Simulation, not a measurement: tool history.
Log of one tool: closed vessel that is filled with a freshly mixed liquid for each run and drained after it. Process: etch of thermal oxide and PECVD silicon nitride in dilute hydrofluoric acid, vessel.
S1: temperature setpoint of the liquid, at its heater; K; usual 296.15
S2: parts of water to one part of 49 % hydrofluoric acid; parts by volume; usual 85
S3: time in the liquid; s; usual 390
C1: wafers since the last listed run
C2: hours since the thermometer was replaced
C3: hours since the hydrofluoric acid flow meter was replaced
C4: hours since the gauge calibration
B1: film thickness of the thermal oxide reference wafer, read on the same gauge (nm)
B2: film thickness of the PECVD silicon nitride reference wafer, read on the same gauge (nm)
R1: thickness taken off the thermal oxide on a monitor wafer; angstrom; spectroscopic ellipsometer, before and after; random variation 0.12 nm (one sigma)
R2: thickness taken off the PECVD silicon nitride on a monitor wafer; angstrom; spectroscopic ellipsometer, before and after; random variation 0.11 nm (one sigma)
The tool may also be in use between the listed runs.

{"run": 1, "hour": 0.0, "S1": 296.15, "S2": 75, "S3": 390, "C1": 0, "C2": 1640.6, "C3": 701.0, "C4": 938.1, "B1": 41.88, "B2": 41.87, "R1": 278.1, "R2": 164.0}
{"run": 2, "hour": 40.5, "S1": 296.15, "S2": 75, "S3": 390, "C1": 2592, "C2": 1681.1, "C3": 741.5, "C4": 978.6, "B1": 41.93, "B2": 41.91, "R1": 278.4, "R2": 161.7}
{"hour": 47.6, "done": "hydrofluoric acid flow meter replaced"}
{"run": 3, "hour": 83.1, "S1": 296.15, "S2": 85, "S3": 390, "C1": 2662, "C2": 1723.7, "C3": 35.5, "C4": 1021.2, "B1": 41.94, "B2": 41.95, "R1": 240.7, "R2": 146.8}
{"run": 4, "hour": 128.4, "S1": 296.15, "S2": 85, "S3": 390, "C1": 2899, "C2": 1769.0, "C3": 80.8, "C4": 1066.5, "B1": 41.97, "B2": 41.97, "R1": 242.0, "R2": 145.6}
{"run": 5, "hour": 176.9, "S1": 296.15, "S2": 85, "S3": 390, "C1": 3104, "C2": 1817.5, "C3": 129.3, "C4": 1115.0, "B1": 42.0, "B2": 42.01, "R1": 242.5, "R2": 147.0}
{"run": 6, "hour": 213.9, "S1": 296.15, "S2": 85, "S3": 390, "C1": 2368, "C2": 1854.5, "C3": 166.3, "C4": 1152.0, "B1": 42.02, "B2": 42.0, "R1": 239.8, "R2": 146.1}
{"run": 7, "hour": 285.0, "S1": 296.15, "S2": 85, "S3": 390, "C1": 4550, "C2": 1925.6, "C3": 237.4, "C4": 1223.1, "B1": 42.06, "B2": 42.04, "R1": 244.0, "R2": 144.1}
{"run": 8, "hour": 385.7, "S1": 296.15, "S2": 85, "S3": 390, "C1": 6445, "C2": 2026.3, "C3": 338.1, "C4": 1323.8, "B1": 42.11, "B2": 42.1, "R1": 242.9, "R2": 143.8}
{"run": 9, "hour": 542.4, "S1": 297.15, "S2": 85, "S3": 390, "C1": 10029, "C2": 2183.0, "C3": 494.8, "C4": 1480.5, "B1": 42.17, "B2": 42.15, "R1": 252.7, "R2": 153.6}
{"run": 10, "hour": 601.0, "S1": 296.15, "S2": 85, "S3": 440, "C1": 3750, "C2": 2241.6, "C3": 553.4, "C4": 1539.1, "B1": 42.17, "B2": 42.16, "R1": 276.1, "R2": 165.7}
{"hour": 698.2, "done": "hydrofluoric acid flow meter replaced"}
{"run": 11, "hour": 746.2, "S1": 296.15, "S2": 85, "S3": 390, "C1": 9229, "C2": 2386.8, "C3": 48.0, "C4": 1684.3, "B1": 42.19, "B2": 42.18, "R1": 243.7, "R2": 145.8}
{"run": 12, "hour": 836.5, "S1": 296.15, "S2": 85, "S3": 390, "C1": 5779, "C2": 2477.1, "C3": 138.3, "C4": 1774.6, "B1": 42.22, "B2": 42.2, "R1": 242.7, "R2": 147.9}
{"hour": 870.3, "done": "gauge calibrated"}
{"run": 13, "hour": 902.1, "S1": 292.15, "S2": 85, "S3": 390, "C1": 4198, "C2": 2542.7, "C3": 203.9, "C4": 31.8, "B1": 40.29, "B2": 40.3, "R1": 196.7, "R2": 106.1}
{"run": 14, "hour": 1053.9, "S1": 293.15, "S2": 75, "S3": 615, "C1": 9716, "C2": 2694.5, "C3": 355.7, "C4": 183.6, "B1": 40.78, "B2": 40.78, "R1": 376.6, "R2": 205.2}
{"hour": 1140.8, "done": "thermometer replaced"}
{"run": 15, "hour": 1161.3, "S1": 296.15, "S2": 105, "S3": 205, "C1": 6810, "C2": 20.5, "C3": 463.1, "C4": 291.0, "B1": 41.06, "B2": 41.05, "R1": 98.1, "R2": 60.8}
{"run": 16, "hour": 1248.4, "S1": 291.65, "S2": 85, "S3": 450, "C1": 5575, "C2": 107.6, "C3": 550.2, "C4": 378.1, "B1": 41.25, "B2": 41.25, "R1": 226.9, "R2": 120.7}
{"run": 17, "hour": 1414.3, "S1": 298.65, "S2": 85, "S3": 390, "C1": 10618, "C2": 273.5, "C3": 716.1, "C4": 544.0, "B1": 41.54, "B2": 41.54, "R1": 265.1, "R2": 169.8}
{"hour": 1433.6, "done": "hydrofluoric acid flow meter replaced"}
{"run": 18, "hour": 1511.6, "S1": 299.65, "S2": 45, "S3": 390, "C1": 6163, "C2": 370.8, "C3": 78.0, "C4": 641.3, "B1": 41.66, "B2": 41.67, "R1": 552.8, "R2": 339.1}
{"run": 19, "hour": 1606.7, "S1": 296.15, "S2": 85, "S3": 185, "C1": 6087, "C2": 465.9, "C3": 173.1, "C4": 736.4, "B1": 41.78, "B2": 41.78, "R1": 113.6, "R2": 67.2}
{"run": 20, "hour": 1695.4, "S1": 296.15, "S2": 65, "S3": 235, "C1": 5677, "C2": 554.6, "C3": 261.8, "C4": 825.1, "B1": 41.89, "B2": 41.89, "R1": 196.1, "R2": 113.3}
{"run": 21, "hour": 1756.1, "S1": 299.15, "S2": 85, "S3": 530, "C1": 3885, "C2": 615.3, "C3": 322.5, "C4": 885.8, "B1": 41.94, "B2": 41.92, "R1": 368.2, "R2": 238.7}
{"run": 22, "hour": 1810.9, "S1": 296.15, "S2": 85, "S3": 390, "C1": 3507, "C2": 670.1, "C3": 377.3, "C4": 940.6, "B1": 41.98, "B2": 41.98, "R1": 243.7, "R2": 147.8}
{"run": 23, "hour": 1871.1, "S1": 297.65, "S2": 75, "S3": 170, "C1": 3853, "C2": 730.3, "C3": 437.5, "C4": 1000.8, "B1": 42.04, "B2": 42.0, "R1": 129.3, "R2": 80.5}
{"run": 24, "hour": 1920.3, "S1": 294.15, "S2": 50, "S3": 390, "C1": 3149, "C2": 779.5, "C3": 486.7, "C4": 1050.0, "B1": 42.05, "B2": 42.04, "R1": 399.5, "R2": 216.7}
{"run": 25, "hour": 1981.8, "S1": 296.15, "S2": 85, "S3": 390, "C1": 3936, "C2": 841.0, "C3": 548.2, "C4": 1111.5, "B1": 42.1, "B2": 42.09, "R1": 243.2, "R2": 145.7}

The next listed run, before its measurement:
{"hour": 2044.5, "done": "hydrofluoric acid flow meter replaced"}
{"run": 26, "hour": 2066.6, "S1": 299.15, "S2": 70, "S3": 260, "C1": 5363, "C2": 925.8, "C3": 22.1, "C4": 1196.3, "B1": "?", "B2": "?", "R1": "?", "R2": "?"}

{"run 26": {"B1": 42.12, "B2": 42.12, "R1": 226.3, "R2": 141.9}}
Without the tool's hidden state the same run would have given R1 214.9 angstrom, R2 134.7 angstrom.
